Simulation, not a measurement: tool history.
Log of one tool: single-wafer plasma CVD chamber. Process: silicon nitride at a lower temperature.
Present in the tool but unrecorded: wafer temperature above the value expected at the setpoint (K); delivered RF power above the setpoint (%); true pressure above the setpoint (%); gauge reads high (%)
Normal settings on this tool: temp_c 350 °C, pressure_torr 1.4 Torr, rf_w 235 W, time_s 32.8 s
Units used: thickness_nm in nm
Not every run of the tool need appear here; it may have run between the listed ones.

run   hour  temp_c  pressure_torr  rf_w  time_s  wafers since the last listed run  hours since the last thermocouple change  hours since the last RF generator calibration  hours since the last manometer calibration  hours since the showerhead was replaced  hours since the gauge calibration  read-back reference wafer on the same gauge, thickness_nm  thickness_nm
  1      0     350            1.4   235    32.8                                 0                                    1705.9                                          509.6                                      2373.2                                     5478                              367.2                                                     32.008        28.195
  2   35.9     350            1.4   235    32.8                               488                                    1741.8                                          545.5                                      2409.1                                   5513.9                              403.1                                                     32.033        28.128
  3   60.8     350            1.4   235    32.8                               338                                    1766.7                                          570.4                                        2434                                   5538.8                                428                                                     31.994        27.978
  4   83.5     350            1.4   235    32.8                               308                                    1789.4                                          593.1                                      2456.7                                   5561.5                              450.7                                                     32.001        27.842
  5  103.4     353            1.4   235    32.8                               270                                    1809.3                                            613                                      2476.6                                   5581.4                              470.6                                                     31.978        27.815
  6  132.1     353            1.4   235    32.8                               390                                      1838                                          641.7                                      2505.3                                   5610.1                              499.3                                                     31.996        27.735
  7  145.9     350            1.4   235    32.8                               187                                    1851.8                                          655.5                                      2519.1                                   5623.9                              513.1                                                     32.015        27.873
  8  159.9     350            1.4   235    32.8                               190                                    1865.8                                          669.5                                      2533.1                                   5637.9                              527.1                                                     32.002        28.096
  9  172.7     350            1.4   235    32.8                               174                                    1878.6                                          682.3                                      2545.9                                   5650.7                              539.9                                                     31.995        27.872
 10  195.2     350            1.4   235    32.8                               306                                    1901.1                                          704.8                                      2568.4                                   5673.2                              562.4                                                     31.992        27.556
 11  229.9     350            1.4   235    32.8                               472                                    1935.8                                          739.5                                      2603.1                                   5707.9                              597.1                                                     31.985        27.859
 12  242.3     350            1.4   235    32.8                               168                                    1948.2                                          751.9                                      2615.5                                   5720.3                              609.5                                                     32.009        27.676
 13  266.2     350            1.4   235    32.8                               325                                    1972.1                                          775.8                                      2639.4                                   5744.2                              633.4                                                     31.993        27.596
 14  280.6     350            1.1   235      29                               195                                    1986.5                                          790.2                                      2653.8                                   5758.6                              647.8                                                     31.998        22.945
       291  -- gauge calibrated
 15  308.6     335            1.4   190    35.6                               381                                    2014.5                                          818.2                                      2681.8                                   5786.6                               17.6                                                     32.016        24.717
     329.8  -- thermocouple changed; heater temperature recalibrated
 16  334.9     354            1.4   260    36.8                               249                                       5.1                                          844.5                                      2708.1                                   5812.9                               43.9                                                     32.017        33.119

Run 17 has not been measured yet. What should we expect?
 17  350.6     350            1.4   235    32.8                               213                                      20.8                                          860.2                                      2723.8                                   5828.6                               59.6                                                          ?             ?

{"run 17": {"read-back reference wafer on the same gauge, thickness_nm": 32.018, "thickness_nm": 27.204}}
Minus the tool's unlogged condition, the same run would have read thickness_nm 28.868 nm.
